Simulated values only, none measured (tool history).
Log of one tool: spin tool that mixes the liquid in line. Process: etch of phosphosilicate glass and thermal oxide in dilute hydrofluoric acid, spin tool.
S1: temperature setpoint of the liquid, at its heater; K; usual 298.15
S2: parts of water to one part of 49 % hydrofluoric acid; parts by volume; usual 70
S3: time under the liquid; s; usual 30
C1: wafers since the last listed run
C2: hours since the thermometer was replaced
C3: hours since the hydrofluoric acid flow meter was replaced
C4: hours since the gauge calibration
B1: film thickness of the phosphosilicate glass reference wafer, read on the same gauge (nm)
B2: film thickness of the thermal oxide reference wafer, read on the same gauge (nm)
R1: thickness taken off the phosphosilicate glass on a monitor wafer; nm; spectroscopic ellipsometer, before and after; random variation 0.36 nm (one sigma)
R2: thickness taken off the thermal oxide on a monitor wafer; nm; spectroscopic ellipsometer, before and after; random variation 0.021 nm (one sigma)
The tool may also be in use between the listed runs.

| run | day | S1 | S2 | S3 | C1 | C2 | C3 | C4 | B1 | B2 | R1 | R2 |
|---|---|---|---|---|---|---|---|---|---|---|---|---|
| 1 | 0.000 | 298.15 | 70 | 30 | 0 | 1216.8 | 250.2 | 2818.2 | 99.98 | 59.998 | 69.29 | 2.161 |
| 2 | 2.333 | 298.15 | 80 | 20 | 761 | 1272.8 | 306.2 | 2874.2 | 100.02 | 60.020 | 40.33 | 1.235 |
| 3 | 4.858 | 299.65 | 70 | 15 | 824 | 1333.4 | 366.8 | 2934.8 | 100.00 | 60.046 | 37.22 | 1.159 |
| 4 | 6.454 | 298.15 | 70 | 15 | 520 | 1371.7 | 405.1 | 2973.1 | 99.99 | 60.025 | 35.21 | 1.093 |
| 5 | 10.338 | 298.15 | 70 | 15 | 1267 | 1464.9 | 498.3 | 3066.3 | 100.00 | 59.983 | 35.90 | 1.126 |
|  | 11.792 | hydrofluoric acid flow meter replaced |
| 6 | 13.371 | 298.15 | 50 | 20 | 976 | 1537.7 | 37.9 | 3139.1 | 99.98 | 59.969 | 65.41 | 2.057 |
| 7 | 15.971 | 294.15 | 80 | 15 | 848 | 1600.1 | 100.3 | 3201.5 | 100.01 | 60.002 | 25.23 | 0.771 |
| 8 | 17.496 | 298.15 | 70 | 30 | 497 | 1636.7 | 136.9 | 3238.1 | 100.02 | 60.011 | 68.92 | 2.126 |
| 9 | 20.733 | 298.15 | 70 | 45 | 1056 | 1714.4 | 214.6 | 3315.8 | 100.04 | 59.978 | 104.59 | 3.277 |
| 10 | 24.738 | 300.15 | 70 | 50 | 1307 | 1810.5 | 310.7 | 3411.9 | 100.00 | 59.995 | 127.45 | 3.918 |
| 11 | 27.933 | 294.65 | 45 | 20 | 1043 | 1887.2 | 387.4 | 3488.6 | 100.01 | 59.955 | 66.31 | 2.081 |
| 12 | 31.942 | 298.15 | 70 | 30 | 1308 | 1983.4 | 483.6 | 3584.8 | 99.99 | 59.981 | 72.37 | 2.221 |
|  | 34.279 | gauge calibrated |
| 13 | 34.654 | 298.15 | 40 | 40 | 885 | 2048.5 | 548.7 | 9.0 | 100.03 | 59.987 | 174.77 | 5.441 |
| 14 | 36.308 | 298.15 | 70 | 30 | 540 | 2088.2 | 588.4 | 48.7 | 100.00 | 59.990 | 72.94 | 2.240 |
|  | 37.162 | thermometer replaced |
| 15 | 38.025 | 298.15 | 70 | 30 | 546 | 20.7 | 629.6 | 89.9 | 99.98 | 59.989 | 72.54 | 2.282 |
|  | 39.246 | hydrofluoric acid flow meter replaced |
| 16 | 41.179 | 298.15 | 105 | 45 | 1016 | 96.4 | 46.4 | 165.6 | 100.00 | 60.011 | 63.74 | 2.018 |
| 17 | 48.050 | 296.65 | 50 | 40 | 2243 | 261.3 | 211.3 | 330.5 | 99.99 | 59.989 | 122.74 | 3.856 |
| 18 | 51.962 | 298.15 | 70 | 30 | 1277 | 355.2 | 305.2 | 424.4 | 99.98 | 59.975 | 69.27 | 2.146 |
| 19 | 56.138 | 298.15 | 45 | 30 | 1363 | 455.4 | 405.4 | 524.6 | 99.97 | 60.004 | 112.96 | 3.516 |
| 20 | 64.196 | 298.15 | 80 | 30 | 2630 | 648.8 | 598.8 | 718.0 | 100.00 | 60.009 | 61.31 | 1.935 |
| 21 | 66.021 | 302.15 | 95 | 15 | 595 | 692.6 | 642.6 | 761.8 | 100.02 | 59.971 | 30.12 | 0.937 |
|  | 66.588 | hydrofluoric acid flow meter replaced |
| 22 | 68.404 | 298.15 | 95 | 45 | 764 | 749.8 | 43.6 | 819.0 | 99.99 | 60.002 | 71.86 | 2.212 |
| 23 | 69.908 | 301.65 | 50 | 40 | 491 | 785.9 | 79.7 | 855.1 | 100.03 | 59.995 | 150.33 | 4.667 |
| 24 | 72.162 | 298.15 | 70 | 40 | 735 | 840.0 | 133.8 | 909.2 | 99.98 | 60.030 | 90.23 | 2.815 |

How the hidden state differs across the entries between the runs, from the last listed run before each to the first after it:
Between runs 5 and 6: hydrofluoric acid flow meter replaced (day 11.792)
  hydrofluoric acid flow above the setpoint (%): 7.08 -> 2.03
  measured less the result without the state, R1: +2.58 -> +1.38 nm; R2: +0.081 -> +0.043 nm
Between runs 12 and 13: gauge calibrated (day 34.279)
  hydrofluoric acid flow above the setpoint (%): 7.37 -> 8.15
  measured less the result without the state, R1: +5.40 -> +13.86 nm; R2: +0.166 -> +0.431 nm
Between runs 14 and 15: thermometer replaced (day 37.162)
  hydrofluoric acid flow above the setpoint (%): 8.63 -> 9.13
  measured less the result without the state, R1: +6.29 -> +6.58 nm; R2: +0.193 -> +0.207 nm
Between runs 15 and 16: hydrofluoric acid flow meter replaced (day 39.246)
  hydrofluoric acid flow above the setpoint (%): 9.13 -> 0.877
  measured less the result without the state, R1: +6.58 -> +0.63 nm; R2: +0.207 -> +0.019 nm
Between runs 21 and 22: hydrofluoric acid flow meter replaced (day 66.588)
  hydrofluoric acid flow above the setpoint (%): 8.03 -> 0.902
  measured less the result without the state, R1: +2.51 -> +0.72 nm; R2: +0.079 -> +0.022 nm
